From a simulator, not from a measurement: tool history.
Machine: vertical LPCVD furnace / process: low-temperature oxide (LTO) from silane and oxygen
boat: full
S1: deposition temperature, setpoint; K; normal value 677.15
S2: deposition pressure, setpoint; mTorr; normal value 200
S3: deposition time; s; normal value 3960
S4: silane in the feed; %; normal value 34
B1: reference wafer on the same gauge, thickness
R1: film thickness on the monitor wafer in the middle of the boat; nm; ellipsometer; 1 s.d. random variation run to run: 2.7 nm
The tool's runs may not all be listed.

| run | hour | S1 | S2 | S3 | S4 | B1 | R1 |
|---|---|---|---|---|---|---|---|
| 1 | 0.0 | 677.15 | 190 | 3960 | 34 | 560.57 | 429.50 |
| 2 | 29.6 | 677.15 | 190 | 3960 | 34 | 561.18 | 428.25 |
|  | 83.8 | thermocouples replaced and temperature profile calibrated |
| 3 | 100.1 | 677.15 | 200 | 2880 | 34 | 560.59 | 329.01 |
| 4 | 155.3 | 677.15 | 200 | 2880 | 34 | 560.97 | 327.94 |
| 5 | 207.4 | 677.15 | 200 | 3000 | 34 | 560.64 | 338.90 |
| 6 | 277.3 | 677.15 | 200 | 3000 | 34 | 560.84 | 339.40 |
| 7 | 327.0 | 677.15 | 200 | 3960 | 32 | 561.14 | 407.70 |
| 8 | 386.0 | 677.15 | 155 | 3960 | 34 | 560.56 | 348.72 |
| 9 | 438.5 | 677.15 | 200 | 3960 | 34 | 560.91 | 450.31 |
|  | 444.4 | gauge calibrated |
| 10 | 479.7 | 677.15 | 200 | 4770 | 39 | 561.03 | 646.88 |
|  | 563.9 | silane flow controller replaced |
| 11 | 564.4 | 677.15 | 200 | 3960 | 34 | 561.22 | 476.27 |
| 12 | 587.3 | 677.15 | 200 | 3960 | 34 | 560.90 | 472.34 |
|  | 656.7 | pressure gauge zeroed |
| 13 | 657.2 | 677.15 | 165 | 2940 | 39 | 561.16 | 346.63 |
| 14 | 754.8 | 672.15 | 240 | 5040 | 39 | 560.66 | 814.37 |
| 15 | 782.4 | 677.15 | 200 | 4830 | 34 | 560.17 | 575.87 |
| 16 | 852.3 | 677.15 | 200 | 5280 | 34 | 560.81 | 625.09 |
| 17 | 901.2 | 677.15 | 225 | 5040 | 28 | 561.36 | 508.69 |
| 18 | 931.3 | 683.15 | 200 | 3960 | 37 | 560.54 | 557.52 |
| 19 | 978.0 | 684.15 | 235 | 4950 | 39 | 561.13 | 891.14 |
| 20 | 1008.5 | 677.15 | 185 | 2670 | 40 | 560.66 | 359.38 |
| 21 | 1060.4 | 677.15 | 200 | 3000 | 34 | 561.00 | 355.50 |
| 22 | 1109.3 | 672.15 | 240 | 5040 | 39 | 561.38 | 804.57 |
| 23 | 1172.9 | 677.15 | 235 | 5520 | 34 | 561.09 | 767.54 |
| 24 | 1208.1 | 671.15 | 245 | 3030 | 31 | 560.82 | 356.86 |
| 25 | 1261.5 | 671.15 | 200 | 3960 | 28 | 560.69 | 330.03 |
| 26 | 1304.3 | 668.15 | 185 | 3960 | 31 | 561.07 | 340.13 |
| 27 | 1358.7 | 689.15 | 155 | 5070 | 36 | 560.80 | 568.19 |
| 28 | 1417.9 | 677.15 | 200 | 5100 | 31 | 560.60 | 524.56 |
| 29 | 1469.4 | 685.15 | 200 | 5340 | 28 | 561.09 | 523.45 |
| 30 | 1533.9 | 677.15 | 235 | 4560 | 39 | 561.40 | 753.69 |

Some steps in R1, run to run, broken into two amounts with sign: the step expected even without the hidden condition (settings, incoming material, random variation), and the rest, left for the hidden condition together with whatever gauge scatter is not in both the measured and the hidden-condition-free result:
Hidden conditions of the tool in this case: true tube temperature minus thermocouple reading, K; true pressure minus gauge reading, mTorr; deviation of the silane flow from its setpoint, %; gauge reads high (%).
Run 6 -> 7: S3 3000 -> 3960, S4 34 -> 32. R1 +68.30 nm: hidden state -5.36, all else +73.66.
Run 8 -> 9: S2 155 -> 200. R1 +101.59 nm: hidden state -5.83, all else +107.42.
Run 10 -> 11: S3 4770 -> 3960, S4 39 -> 34, silane flow controller replaced. R1 -170.61 nm: hidden state +28.72, all else -199.33.
Run 13 -> 14: S1 677.15 -> 672.15, S2 165 -> 240, S3 2940 -> 5040. R1 +467.74 nm: hidden state -2.10, all else +469.84.
Run 19 -> 20: S1 684.15 -> 677.15, S2 235 -> 185, S3 4950 -> 2670, S4 39 -> 40. R1 -531.76 nm: hidden state +3.16, all else -534.92.
Run 21 -> 22: S1 677.15 -> 672.15, S2 200 -> 240, S3 3000 -> 5040, S4 34 -> 39. R1 +449.07 nm: hidden state -3.23, all else +452.30.
